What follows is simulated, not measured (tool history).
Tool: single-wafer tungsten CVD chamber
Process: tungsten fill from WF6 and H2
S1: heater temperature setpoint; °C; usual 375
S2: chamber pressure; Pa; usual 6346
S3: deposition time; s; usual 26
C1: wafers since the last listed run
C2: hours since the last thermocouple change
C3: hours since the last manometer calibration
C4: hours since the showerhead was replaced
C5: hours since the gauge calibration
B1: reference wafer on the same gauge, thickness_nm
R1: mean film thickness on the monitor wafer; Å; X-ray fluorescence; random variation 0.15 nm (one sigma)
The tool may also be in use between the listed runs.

run 1 day=0 | S1=375 S2=6346 S3=26 | C1=0 C2=951.6 C3=957.8 C4=5650.3 C5=432.9 | B1=60.402 | R1=583.53
run 2 day=2.4 | S1=375 S2=6346 S3=26 | C1=1555 C2=1009.2 C3=1015.4 C4=5707.9 C5=490.5 | B1=60.343 | R1=583.24
run 3 day=3.962 | S1=375 S2=7333 S3=26 | C1=1012 C2=1046.7 C3=1052.9 C4=5745.4 C5=528 | B1=60.378 | R1=616.79
run 4 day=6.275 | S1=375 S2=7333 S3=26 | C1=1498 C2=1102.2 C3=1108.4 C4=5800.9 C5=583.5 | B1=60.367 | R1=621.14
-- day=7.125 capacitance manometer re-zeroed and calibrated
run 5 day=12.2 | S1=375 S2=7333 S3=26 | C1=3623 C2=1244.4 C3=121.8 C4=5943.1 C5=725.7 | B1=60.388 | R1=618.6
run 6 day=14.4 | S1=375 S2=6346 S3=26 | C1=1425 C2=1297.2 C3=174.6 C4=5995.9 C5=778.5 | B1=60.458 | R1=585.99
run 7 day=18.342 | S1=375 S2=6346 S3=26 | C1=2554 C2=1391.8 C3=269.2 C4=6090.5 C5=873.1 | B1=60.406 | R1=585.61
run 8 day=22.567 | S1=375 S2=6346 S3=26 | C1=2737 C2=1493.2 C3=370.6 C4=6191.9 C5=974.5 | B1=60.411 | R1=584.23
run 9 day=25.121 | S1=375 S2=6346 S3=26 | C1=1655 C2=1554.5 C3=431.9 C4=6253.2 C5=1035.8 | B1=60.395 | R1=586.03
run 10 day=27.271 | S1=375 S2=6346 S3=26 | C1=1393 C2=1606.1 C3=483.5 C4=6304.8 C5=1087.4 | B1=60.429 | R1=588.21
run 11 day=40.142 | S1=375 S2=6346 S3=26 | C1=8340 C2=1915 C3=792.4 C4=6613.7 C5=1396.3 | B1=60.396 | R1=587.45
run 12 day=43.292 | S1=375 S2=6346 S3=26 | C1=2041 C2=1990.6 C3=868 C4=6689.3 C5=1471.9 | B1=60.381 | R1=588.95
run 13 day=45.646 | S1=386 S2=6346 S3=26 | C1=1525 C2=2047.1 C3=924.5 C4=6745.8 C5=1528.4 | B1=60.404 | R1=712.51
run 14 day=48.204 | S1=369 S2=6346 S3=26 | C1=1657 C2=2108.5 C3=985.9 C4=6807.2 C5=1589.8 | B1=60.421 | R1=526.35
run 15 day=49.817 | S1=369 S2=6346 S3=26 | C1=1044 C2=2147.2 C3=1024.6 C4=6845.9 C5=1628.5 | B1=60.411 | R1=527.91
-- day=57.988 capacitance manometer re-zeroed and calibrated
run 16 day=61.612 | S1=386 S2=7159 S3=26 | C1=7427 C2=2430.3 C3=87 C4=7129 C5=1911.6 | B1=60.465 | R1=747.64
-- day=63.029 gauge calibrated
run 17 day=65.921 | S1=387 S2=6346 S3=29 | C1=2791 C2=2533.7 C3=190.4 C4=7232.4 C5=69.4 | B1=60.387 | R1=817.14
run 18 day=69.579 | S1=386 S2=6346 S3=27.4 | C1=2370 C2=2621.5 C3=278.2 C4=7320.2 C5=157.2 | B1=60.349 | R1=758.54
run 19 day=71.875 | S1=360 S2=7279 S3=23.3 | C1=1487 C2=2676.6 C3=333.3 C4=7375.3 C5=212.3 | B1=60.391 | R1=420.18
-- day=73.608 showerhead replaced
run 20 day=74.696 | S1=365 S2=5746 S3=26 | C1=1611 C2=2744.3 C3=401 C4=26.1 C5=280 | B1=60.374 | R1=471.96
run 21 day=76.825 | S1=368 S2=5306 S3=21.7 | C1=1379 C2=2795.4 C3=452.1 C4=77.2 C5=331.1 | B1=60.41 | R1=404.35
run 22 day=80.383 | S1=375 S2=6346 S3=30.5 | C1=2305 C2=2880.8 C3=537.5 C4=162.6 C5=416.5 | B1=60.348 | R1=693.43
-- day=84.358 thermocouple changed; heater temperature recalibrated
run 23 day=84.379 | S1=382 S2=6346 S3=28.9 | C1=2373 C2=0.5 C3=633.4 C4=258.5 C5=512.4 | B1=60.315 | R1=732.8
run 24 day=86.462 | S1=375 S2=6346 S3=26 | C1=1349 C2=50.5 C3=683.4 C4=308.5 C5=562.4 | B1=60.373 | R1=580.29
run 25 day=89.867 | S1=375 S2=6346 S3=26 | C1=2205 C2=132.2 C3=765.1 C4=390.2 C5=644.1 | B1=60.465 | R1=580.34
run 26 day=93.333 | S1=389 S2=6346 S3=30.7 | C1=2246 C2=215.4 C3=848.3 C4=473.4 C5=727.3 | B1=60.395 | R1=881.56
run 27 day=96.638 | S1=375 S2=6346 S3=26 | C1=2141 C2=294.7 C3=927.6 C4=552.7 C5=806.6 | B1=60.418 | R1=583.08
run 28 day=100.196 | S1=366 S2=5413 S3=29 | C1=2305 C2=380.1 C3=1013 C4=638.1 C5=892 | B1=60.378 | R1=518.14
run 29 day=103.321 | S1=388 S2=5520 S3=23.9 | C1=2024 C2=455.1 C3=1088 C4=713.1 C5=967 | B1=60.411 | R1=638.48
run 30 day=107.729 | S1=375 S2=6346 S3=26 | C1=2856 C2=560.9 C3=1193.8 C4=818.9 C5=1072.8 | B1=60.458 | R1=583.87

4 ways to go on from here, each from the tool as it stands after run 30. What would each give?
run A day=107.746 | S1=385 S2=6346 S3=26 | C1=10 C2=561.3 C3=1194.2 C4=819.3 C5=1073.2 | B1=? | R1=?
run B day=107.746 | S1=380 S2=6906 S3=26 | C1=10 C2=561.3 C3=1194.2 C4=819.3 C5=1073.2 | B1=? | R1=?
run C day=107.746 | S1=361 S2=6346 S3=24.1 | C1=10 C2=561.3 C3=1194.2 C4=819.3 C5=1073.2 | B1=? | R1=?
run D day=107.746 | S1=385 S2=7346 S3=23.6 | C1=10 C2=561.3 C3=1194.2 C4=819.3 C5=1073.2 | B1=? | R1=?

run=A B1=60.437 R1=695.1
run=B B1=60.437 R1=657.41
run=C B1=60.437 R1=414.45
run=D B1=60.437 R1=666.97
Without the tool's hidden state the same runs would have given:
run=A R1=693.27
run=B R1=655.64
run=C R1=413.25
run=D R1=665.21
